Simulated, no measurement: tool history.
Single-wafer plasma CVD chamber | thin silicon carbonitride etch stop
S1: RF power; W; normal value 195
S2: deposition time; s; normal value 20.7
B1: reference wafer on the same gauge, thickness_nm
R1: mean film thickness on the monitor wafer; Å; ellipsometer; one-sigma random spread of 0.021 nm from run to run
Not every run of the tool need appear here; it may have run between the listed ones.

{"run": 1, "hour": 0.0, "S1": 195, "S2": 20.7, "B1": 10.793, "R1": 122.63}
{"run": 2, "hour": 10.3, "S1": 225, "S2": 19.8, "B1": 10.801, "R1": 122.98}
{"run": 3, "hour": 20.1, "S1": 195, "S2": 20.7, "B1": 10.809, "R1": 122.92}
{"run": 4, "hour": 33.4, "S1": 195, "S2": 20.7, "B1": 10.801, "R1": 122.57}
{"run": 5, "hour": 48.1, "S1": 195, "S2": 20.7, "B1": 10.805, "R1": 122.61}
{"run": 6, "hour": 55.0, "S1": 195, "S2": 20.7, "B1": 10.792, "R1": 122.86}
{"run": 7, "hour": 63.5, "S1": 195, "S2": 20.7, "B1": 10.798, "R1": 122.35}
{"run": 8, "hour": 81.1, "S1": 195, "S2": 20.7, "B1": 10.802, "R1": 122.15}
{"hour": 90.1, "done": "RF generator calibrated"}
{"hour": 97.4, "done": "thermocouple changed; heater temperature recalibrated"}
{"run": 9, "hour": 97.9, "S1": 165, "S2": 20.7, "B1": 10.796, "R1": 113.78}
{"run": 10, "hour": 98.2, "S1": 165, "S2": 20.7, "B1": 10.794, "R1": 113.59}
{"hour": 117.9, "done": "showerhead replaced"}
{"run": 11, "hour": 118.4, "S1": 195, "S2": 18.8, "B1": 10.799, "R1": 109.35}
{"hour": 121.9, "done": "gauge calibrated"}
{"run": 12, "hour": 131.1, "S1": 195, "S2": 20.7, "B1": 10.808, "R1": 120.45}
{"run": 13, "hour": 139.0, "S1": 160, "S2": 23.8, "B1": 10.801, "R1": 129.72}
{"hour": 153.7, "done": "RF generator calibrated, repeated, since the last time left the tool worse"}
{"run": 14, "hour": 154.6, "S1": 170, "S2": 22.9, "B1": 10.797, "R1": 131.59}
{"run": 15, "hour": 164.2, "S1": 195, "S2": 20.7, "B1": 10.799, "R1": 124.74}
{"run": 16, "hour": 177.7, "S1": 195, "S2": 20.7, "B1": 10.8, "R1": 124.61}
{"run": 17, "hour": 187.4, "S1": 185, "S2": 17.4, "B1": 10.795, "R1": 102.9}
{"run": 18, "hour": 200.1, "S1": 225, "S2": 19.1, "B1": 10.796, "R1": 120.86}
{"run": 19, "hour": 215.6, "S1": 215, "S2": 18, "B1": 10.806, "R1": 111.45}
{"run": 20, "hour": 227.7, "S1": 195, "S2": 20.7, "B1": 10.797, "R1": 124.71}
{"run": 21, "hour": 244.0, "S1": 230, "S2": 16.6, "B1": 10.801, "R1": 105.44}
{"run": 22, "hour": 250.5, "S1": 235, "S2": 17.3, "B1": 10.797, "R1": 110.64}
{"run": 23, "hour": 264.9, "S1": 195, "S2": 20.7, "B1": 10.799, "R1": 124.86}
{"run": 24, "hour": 271.7, "S1": 175, "S2": 16.6, "B1": 10.804, "R1": 96.3}
{"run": 25, "hour": 282.9, "S1": 185, "S2": 22.3, "B1": 10.798, "R1": 131.44}

State the hidden condition of the tool at each of the runs:
wafer temperature above the value expected at the setpoint (K): 0 on each run
gauge reads high (%): 0 on each run
H1: delivered RF power above the setpoint (%)
run=1 H1=-4.11
run=2 H1=-4.22
run=3 H1=-4.34
run=4 H1=-4.5
run=5 H1=-4.68
run=6 H1=-4.76
run=7 H1=-4.87
run=8 H1=-5.09
run=9 H1=-10.4
run=10 H1=-10.4
run=11 H1=-10.4
run=12 H1=-10.4
run=13 H1=-10.4
run=14 H1=-0.127
run=15 H1=-0.128
run=16 H1=-0.132
run=17 H1=-0.137
run=18 H1=-0.145
run=19 H1=-0.159
run=20 H1=-0.173
run=21 H1=-0.195
run=22 H1=-0.205
run=23 H1=-0.229
run=24 H1=-0.242
run=25 H1=-0.265
